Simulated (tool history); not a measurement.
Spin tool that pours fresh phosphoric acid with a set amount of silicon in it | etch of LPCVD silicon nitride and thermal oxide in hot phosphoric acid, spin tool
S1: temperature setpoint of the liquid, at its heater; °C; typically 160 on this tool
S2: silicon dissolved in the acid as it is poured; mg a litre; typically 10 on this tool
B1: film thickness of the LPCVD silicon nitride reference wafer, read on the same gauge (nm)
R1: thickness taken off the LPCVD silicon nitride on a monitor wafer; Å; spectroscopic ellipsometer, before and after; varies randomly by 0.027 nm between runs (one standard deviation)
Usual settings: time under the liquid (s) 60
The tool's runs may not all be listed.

Run 1, hour 0: usual settings but S1 158.5 °C; B1 50.01. Result: R1 41.8 Å.
Run 2, hour 17.4: usual settings but S1 158.5 °C; B1 50.01. Result: R1 41.5 Å.
At hour 26.6: heated supply line repaired.
Run 3, hour 31.9: usual settings but time under the liquid (s) 25; B1 49.98. Result: R1 21.4 Å.
Run 4, hour 49.1: usual settings but S1 158 °C, S2 13 mg a litre, time under the liquid (s) 90; B1 49.98. Result: R1 71 Å.
Run 5, hour 66.4: usual settings but S1 159 °C, time under the liquid (s) 75; B1 50.01. Result: R1 61.3 Å.
Run 6, hour 75.2: usual settings but time under the liquid (s) 90; B1 50.02. Result: R1 76.5 Å.
Run 7, hour 84.2: usual settings; B1 50. Result: R1 50.9 Å.
Run 8, hour 94.4: usual settings but time under the liquid (s) 75; B1 49.99. Result: R1 63.4 Å.
Run 9, hour 111.4: usual settings but S1 159 °C, S2 14.5 mg a litre, time under the liquid (s) 90; B1 50. Result: R1 72.7 Å.
At hour 121.4: gauge calibrated.
Run 10, hour 126.1: usual settings but S1 157.5 °C, S2 4.5 mg a litre; B1 50. Result: R1 45.7 Å.
Run 11, hour 140.6: usual settings but S1 161 °C, S2 7 mg a litre; B1 49.98. Result: R1 52.1 Å.
Run 12, hour 147.5: usual settings but S1 161.5 °C, S2 4.5 mg a litre; B1 50.01. Result: R1 52.7 Å.
Run 13, hour 164.8: usual settings but time under the liquid (s) 35; B1 50. Result: R1 29.1 Å.
Run 14, hour 177.7: usual settings but S2 2.5 mg a litre, time under the liquid (s) 35; B1 50.01. Result: R1 28.8 Å.
Run 15, hour 190.4: usual settings but S1 158.5 °C, S2 13 mg a litre; B1 49.98. Result: R1 46.8 Å.
Run 16, hour 203.7: usual settings but S1 161 °C, S2 16.5 mg a litre; B1 50. Result: R1 51.4 Å.
Run 17, hour 220: usual settings but S2 6 mg a litre, time under the liquid (s) 45; B1 50.01. Result: R1 36.8 Å.
Run 18, hour 229.2: usual settings but S1 161.5 °C, S2 3 mg a litre; B1 50. Result: R1 51.5 Å.
Run 19, hour 241: usual settings but S1 158 °C; B1 50. Result: R1 45.8 Å.
Run 20, hour 256.1: usual settings; B1 50.01. Result: R1 48.1 Å.
Run 21, hour 265.2: usual settings; B1 50. Result: R1 48.3 Å.
Run 22, hour 281.1: usual settings but S1 163 °C, time under the liquid (s) 85; B1 49.99. Result: R1 75.8 Å.

Predict each of these 4 candidate next runs independently; none follows another, all start after run 22:
Run A, hour 281.5: usual settings but S1 161 °C; B1 ?. Result: R1 ?.
Run B, hour 281.5: usual settings but S1 161.5 °C; B1 ?. Result: R1 ?.
Run C, hour 281.5: usual settings but time under the liquid (s) 40; B1 ?. Result: R1 ?.
Run D, hour 281.5: usual settings but S1 158.5 °C, time under the liquid (s) 30; B1 ?. Result: R1 ?.

run     B1    R1
  A  49.99  49.7
  B  49.99  50.6
  C  49.99    32
  D  49.99  22.8
What these runs would have given with no unlogged condition in the tool:
run    R1
  A  53.8
  B  54.7
  C  34.7
  D  24.7
